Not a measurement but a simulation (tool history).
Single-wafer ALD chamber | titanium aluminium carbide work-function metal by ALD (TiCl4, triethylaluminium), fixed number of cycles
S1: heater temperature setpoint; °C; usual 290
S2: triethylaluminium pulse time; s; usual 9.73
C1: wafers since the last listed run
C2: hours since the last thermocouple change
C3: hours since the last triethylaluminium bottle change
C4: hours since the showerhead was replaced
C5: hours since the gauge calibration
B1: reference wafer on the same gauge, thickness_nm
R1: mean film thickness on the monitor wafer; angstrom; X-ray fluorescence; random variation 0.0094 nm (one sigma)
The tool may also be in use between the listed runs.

Run 1, hour 0: usual settings; C1 0; C2 2089.4; C3 1027; C4 2268.5; C5 733.9; B1 1.848. Result: R1 19.63 angstrom.
Run 2, hour 102.2: usual settings; C1 1699; C2 2191.6; C3 1129.2; C4 2370.7; C5 836.1; B1 1.851. Result: R1 19.75 angstrom.
Run 3, hour 166.1: usual settings; C1 1062; C2 2255.5; C3 1193.1; C4 2434.6; C5 900; B1 1.853. Result: R1 19.92 angstrom.
Run 4, hour 425.7: usual settings; C1 4316; C2 2515.1; C3 1452.7; C4 2694.2; C5 1159.6; B1 1.862. Result: R1 19.78 angstrom.
Run 5, hour 482.8: usual settings; C1 949; C2 2572.2; C3 1509.8; C4 2751.3; C5 1216.7; B1 1.866. Result: R1 19.94 angstrom.
Run 6, hour 565.6: usual settings but S1 283 °C; C1 1376; C2 2655; C3 1592.6; C4 2834.1; C5 1299.5; B1 1.87. Result: R1 19.25 angstrom.
Run 7, hour 670.2: usual settings but S1 283 °C; C1 1739; C2 2759.6; C3 1697.2; C4 2938.7; C5 1404.1; B1 1.873. Result: R1 19.24 angstrom.
Run 8, hour 725.6: usual settings but S1 283 °C; C1 921; C2 2815; C3 1752.6; C4 2994.1; C5 1459.5; B1 1.876. Result: R1 19.41 angstrom.
Run 9, hour 780.4: usual settings; C1 911; C2 2869.8; C3 1807.4; C4 3048.9; C5 1514.3; B1 1.879. Result: R1 19.84 angstrom.
At hour 799.2: triethylaluminium bottle replaced.
Run 10, hour 879.2: usual settings but S2 7.99 s; C1 1509; C2 2968.6; C3 80; C4 3147.7; C5 1613.1; B1 1.884. Result: R1 19.21 angstrom.
At hour 1031.1: thermocouple changed; heater temperature recalibrated.
At hour 1195.9: showerhead replaced.
Run 11, hour 1199.6: usual settings but S2 11.63 s; C1 5061; C2 168.5; C3 400.4; C4 3.7; C5 1933.5; B1 1.897. Result: R1 20.49 angstrom.
At hour 1209.7: gauge calibrated.
Run 12, hour 1256.9: usual settings; C1 952; C2 225.8; C3 457.7; C4 61; C5 47.2; B1 1.818. Result: R1 19.11 angstrom.
Run 13, hour 1352.1: usual settings but S1 281 °C, S2 6.61 s; C1 1582; C2 321; C3 552.9; C4 156.2; C5 142.4; B1 1.823. Result: R1 17.04 angstrom.
Run 14, hour 1415.6: usual settings but S1 304 °C, S2 12.93 s; C1 1055; C2 384.5; C3 616.4; C4 219.7; C5 205.9; B1 1.825. Result: R1 21.03 angstrom.
Run 15, hour 1456.2: usual settings; C1 675; C2 425.1; C3 657; C4 260.3; C5 246.5; B1 1.828. Result: R1 19.47 angstrom.
Run 16, hour 1504.6: usual settings but S1 275 °C, S2 11.73 s; C1 804; C2 473.5; C3 705.4; C4 308.7; C5 294.9; B1 1.828. Result: R1 18.39 angstrom.
Run 17, hour 1607.4: usual settings but S1 298 °C, S2 8.67 s; C1 1709; C2 576.3; C3 808.2; C4 411.5; C5 397.7; B1 1.834. Result: R1 19.68 angstrom.
Run 18, hour 1701.6: usual settings but S1 297 °C, S2 13.49 s; C1 1566; C2 670.5; C3 902.4; C4 505.7; C5 491.9; B1 1.837. Result: R1 20.64 angstrom.
Run 19, hour 1783.1: usual settings but S1 294 °C, S2 6.5 s; C1 1355; C2 752; C3 983.9; C4 587.2; C5 573.4; B1 1.841. Result: R1 18.1 angstrom.
Run 20, hour 1820.3: usual settings; C1 618; C2 789.2; C3 1021.1; C4 624.4; C5 610.6; B1 1.844. Result: R1 19.62 angstrom.
Run 21, hour 1867.6: usual settings; C1 786; C2 836.5; C3 1068.4; C4 671.7; C5 657.9; B1 1.845. Result: R1 19.66 angstrom.

Forecast each of these 4 alternatives for the next run:
Run A, hour 1868: usual settings but S2 7 s; C1 6; C2 836.9; C3 1068.8; C4 672.1; C5 658.3; B1 ?. Result: R1 ?.
Run B, hour 1868: usual settings but S1 295 °C; C1 6; C2 836.9; C3 1068.8; C4 672.1; C5 658.3; B1 ?. Result: R1 ?.
Run C, hour 1868: usual settings but S1 302 °C, S2 8.47 s; C1 6; C2 836.9; C3 1068.8; C4 672.1; C5 658.3; B1 ?. Result: R1 ?.
Run D, hour 1868: usual settings but S2 12.6 s; C1 6; C2 836.9; C3 1068.8; C4 672.1; C5 658.3; B1 ?. Result: R1 ?.

run     B1     R1
  A  1.846  18.48
  B  1.846  20.14
  C  1.846  20.27
  D  1.846   20.2
Without the tool's hidden state the same runs would have given:
run     R1
  A  18.14
  B  19.76
  C  19.89
  D  19.82

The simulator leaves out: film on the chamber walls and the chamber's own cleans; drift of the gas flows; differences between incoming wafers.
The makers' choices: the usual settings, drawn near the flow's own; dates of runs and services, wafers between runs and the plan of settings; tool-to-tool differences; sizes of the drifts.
